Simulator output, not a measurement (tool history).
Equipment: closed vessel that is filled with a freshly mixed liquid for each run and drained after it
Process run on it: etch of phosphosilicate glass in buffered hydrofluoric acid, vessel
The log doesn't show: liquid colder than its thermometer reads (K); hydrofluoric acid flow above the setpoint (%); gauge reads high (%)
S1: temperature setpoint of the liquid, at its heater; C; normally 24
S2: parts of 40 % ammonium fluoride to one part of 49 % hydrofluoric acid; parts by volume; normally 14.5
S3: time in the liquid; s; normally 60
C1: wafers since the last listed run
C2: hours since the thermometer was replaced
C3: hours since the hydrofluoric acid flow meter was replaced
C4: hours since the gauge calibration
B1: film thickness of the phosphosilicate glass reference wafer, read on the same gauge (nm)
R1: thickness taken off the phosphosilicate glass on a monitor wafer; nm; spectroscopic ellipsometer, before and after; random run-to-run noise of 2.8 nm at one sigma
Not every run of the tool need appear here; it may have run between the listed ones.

run 1 hour=0 | S1=24 S2=11 S3=60 | C1=0 C2=335.8 C3=343.8 C4=442.9 | B1=129.97 | R1=397.56
run 2 hour=103.5 | S1=24 S2=14.5 S3=60 | C1=9215 C2=439.3 C3=447.3 C4=546.4 | B1=129.96 | R1=303.06
run 3 hour=177.7 | S1=24 S2=14.5 S3=60 | C1=6606 C2=513.5 C3=521.5 C4=620.6 | B1=129.99 | R1=312.84
run 4 hour=281.6 | S1=24 S2=14.5 S3=60 | C1=9250 C2=617.4 C3=625.4 C4=724.5 | B1=130.02 | R1=310.23
run 5 hour=378.7 | S1=24 S2=14.5 S3=60 | C1=8645 C2=714.5 C3=722.5 C4=821.6 | B1=130.01 | R1=311.43
run 6 hour=428.5 | S1=24 S2=14.5 S3=60 | C1=4434 C2=764.3 C3=772.3 C4=871.4 | B1=129.99 | R1=313.16
-- hour=434.6 hydrofluoric acid flow meter replaced
run 7 hour=483.2 | S1=21 S2=14.5 S3=70 | C1=4781 C2=819 C3=48.6 C4=926.1 | B1=129.98 | R1=292.38
run 8 hour=560.4 | S1=21 S2=14.5 S3=70 | C1=6873 C2=896.2 C3=125.8 C4=1003.3 | B1=130 | R1=294.4
run 9 hour=620.9 | S1=21 S2=14.5 S3=70 | C1=5386 C2=956.7 C3=186.3 C4=1063.8 | B1=129.97 | R1=296.63
run 10 hour=659.7 | S1=24 S2=13 S3=50 | C1=3454 C2=995.5 C3=225.1 C4=1102.6 | B1=130 | R1=276.65
run 11 hour=761.5 | S1=24 S2=13 S3=50 | C1=9063 C2=1097.3 C3=326.9 C4=1204.4 | B1=130.01 | R1=278.44
run 12 hour=838.3 | S1=24 S2=14.5 S3=60 | C1=6838 C2=1174.1 C3=403.7 C4=1281.2 | B1=130 | R1=304.57
run 13 hour=900 | S1=28.5 S2=9 S3=35 | C1=5493 C2=1235.8 C3=465.4 C4=1342.9 | B1=129.98 | R1=347.82
run 14 hour=944.4 | S1=24 S2=14.5 S3=60 | C1=3953 C2=1280.2 C3=509.8 C4=1387.3 | B1=130.04 | R1=308.94
run 15 hour=995.7 | S1=28.5 S2=16.5 S3=30 | C1=4567 C2=1331.5 C3=561.1 C4=1438.6 | B1=129.98 | R1=170.85
-- hour=1031.5 thermometer replaced
run 16 hour=1050.4 | S1=24 S2=16.5 S3=30 | C1=4781 C2=18.9 C3=615.8 C4=1493.3 | B1=129.99 | R1=136.95
run 17 hour=1092.1 | S1=24 S2=14.5 S3=60 | C1=3712 C2=60.6 C3=657.5 C4=1535 | B1=130.01 | R1=304.53
-- hour=1107.5 gauge calibrated
run 18 hour=1170.9 | S1=24 S2=11 S3=60 | C1=7016 C2=139.4 C3=736.3 C4=63.4 | B1=129.98 | R1=415.48
-- hour=1229.5 hydrofluoric acid flow meter replaced
run 19 hour=1236 | S1=28.5 S2=9 S3=70 | C1=5707 C2=204.5 C3=6.5 C4=128.5 | B1=130.04 | R1=675.92
run 20 hour=1290 | S1=22.5 S2=18.5 S3=90 | C1=4807 C2=258.5 C3=60.5 C4=182.5 | B1=130.02 | R1=318.53
run 21 hour=1385 | S1=25.5 S2=12 S3=60 | C1=8458 C2=353.5 C3=155.5 C4=277.5 | B1=130.01 | R1=388.62
run 22 hour=1423.8 | S1=24 S2=14.5 S3=60 | C1=3454 C2=392.3 C3=194.3 C4=316.3 | B1=130.02 | R1=301.91
run 23 hour=1510.7 | S1=21.5 S2=9.5 S3=30 | C1=7737 C2=479.2 C3=281.2 C4=403.2 | B1=129.99 | R1=189.63
run 24 hour=1605.3 | S1=24 S2=14.5 S3=60 | C1=8422 C2=573.8 C3=375.8 C4=497.8 | B1=129.99 | R1=297.83
run 25 hour=1665.5 | S1=22 S2=11 S3=30 | C1=5360 C2=634 C3=436 C4=558 | B1=130.02 | R1=181.02
run 26 hour=1771.6 | S1=24 S2=14.5 S3=60 | C1=9446 C2=740.1 C3=542.1 C4=664.1 | B1=130.04 | R1=311.04
run 27 hour=1815.2 | S1=20.5 S2=19.5 S3=90 | C1=3882 C2=783.7 C3=585.7 C4=707.7 | B1=129.99 | R1=283.32
run 28 hour=1886.2 | S1=24 S2=14.5 S3=60 | C1=6321 C2=854.7 C3=656.7 C4=778.7 | B1=129.95 | R1=311.14
run 29 hour=1975.1 | S1=26.5 S2=14.5 S3=45 | C1=7915 C2=943.6 C3=745.6 C4=867.6 | B1=129.96 | R1=269.27
-- hour=2012.2 hydrofluoric acid flow meter replaced
run 30 hour=2079.2 | S1=20.5 S2=11 S3=75 | C1=9179 C2=1047.7 C3=67 C4=971.7 | B1=130.02 | R1=400.19
run 31 hour=2152.2 | S1=24 S2=14.5 S3=60 | C1=6499 C2=1120.7 C3=140 C4=1044.7 | B1=129.99 | R1=303.76
-- hour=2184.8 thermometer replaced
run 32 hour=2206 | S1=22 S2=11.5 S3=60 | C1=4701 C2=21.2 C3=193.8 C4=1098.5 | B1=129.98 | R1=334.25

Branching from run 32: 4 alternative next runs. What would each branch give?
run A hour=2206.7 | S1=24 S2=14.5 S3=60 | C1=62 C2=21.9 C3=194.5 C4=1099.2 | B1=? | R1=?
run B hour=2206.7 | S1=28 S2=14.5 S3=35 | C1=62 C2=21.9 C3=194.5 C4=1099.2 | B1=? | R1=?
run C hour=2206.7 | S1=20.5 S2=12 S3=60 | C1=62 C2=21.9 C3=194.5 C4=1099.2 | B1=? | R1=?
run D hour=2206.7 | S1=26 S2=9.5 S3=90 | C1=62 C2=21.9 C3=194.5 C4=1099.2 | B1=? | R1=?

run=A B1=130.03 R1=299.3
run=B B1=130.03 R1=216.6
run=C B1=130.03 R1=296.95
run=D B1=130.03 R1=735.33
Without the tool's hidden state the same runs would have given:
run=A R1=290.85
run=B R1=210.5
run=C R1=288.6
run=D R1=721.99
